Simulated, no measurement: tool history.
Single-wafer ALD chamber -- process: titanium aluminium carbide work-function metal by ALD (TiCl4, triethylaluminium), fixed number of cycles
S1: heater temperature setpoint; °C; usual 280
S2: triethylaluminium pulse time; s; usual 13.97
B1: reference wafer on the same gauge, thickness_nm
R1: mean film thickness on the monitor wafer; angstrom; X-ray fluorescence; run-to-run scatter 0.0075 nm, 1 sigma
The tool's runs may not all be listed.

run    hour   S1     S2     B1     R1
  1     0.0  286  18.09  1.580  17.28
  2    67.3  286  18.09  1.579  17.23
  3   108.8  280  11.66  1.583  16.58
  4   136.8  280  11.66  1.580  16.62
  5   194.6  275  13.97  1.582  16.39
  6   260.5  280  13.97  1.579  16.60
  7   316.1  280  13.97  1.579  16.64
  8   376.7  280  13.97  1.583  16.68
  9   436.0  280  13.97  1.578  16.62
 10   463.4  286  16.14  1.580  16.98
      485.2  -- showerhead replaced, of another model than before
 11   616.2  286  16.14  1.581  17.03
 12   658.8  280  13.97  1.579  16.61
 13   705.3  280  10.44  1.579  16.02
 14   766.0  287  11.28  1.578  16.53
 15   822.8  269  13.97  1.579  15.59
      860.8  -- triethylaluminium bottle replaced
 16   865.2  280  13.97  1.579  16.31
 17   928.1  287  18.43  1.579  17.03
      934.4  -- gauge calibrated
 18   958.8  271  13.97  1.580  15.65
     1008.9  -- thermocouple changed; heater temperature recalibrated
 19  1013.9  280  16.57  1.582  16.61
 20  1061.0  272  18.62  1.581  16.09
 21  1089.0  280  13.97  1.577  16.74
 22  1135.6  290  10.73  1.580  16.80
 23  1201.0  280  13.97  1.582  16.62
 24  1232.7  271  10.52  1.581  15.39
 25  1286.4  280  13.97  1.579  16.58

Exercise: give the hidden state of the tool at every run:
triethylaluminium dose above that of a fresh bottle (%): 0, the same for each run
gauge reads high (%): 0, the same for each run
H1: wafer temperature above the value expected at the setpoint (K)
run      H1
  1    1.55
  2    1.39
  3    1.27
  4    1.18
  5   0.974
  6   0.699
  7   0.435
  8   0.115
  9  -0.233
 10  -0.405
 11   -1.49
 12   -1.84
 13   -2.23
 14   -2.77
 15   -3.32
 16   -3.74
 17    -4.4
 18   -4.74
 19  -0.387
 20    -0.4
 21  -0.417
 22  -0.463
 23  -0.561
 24  -0.624
 25  -0.751

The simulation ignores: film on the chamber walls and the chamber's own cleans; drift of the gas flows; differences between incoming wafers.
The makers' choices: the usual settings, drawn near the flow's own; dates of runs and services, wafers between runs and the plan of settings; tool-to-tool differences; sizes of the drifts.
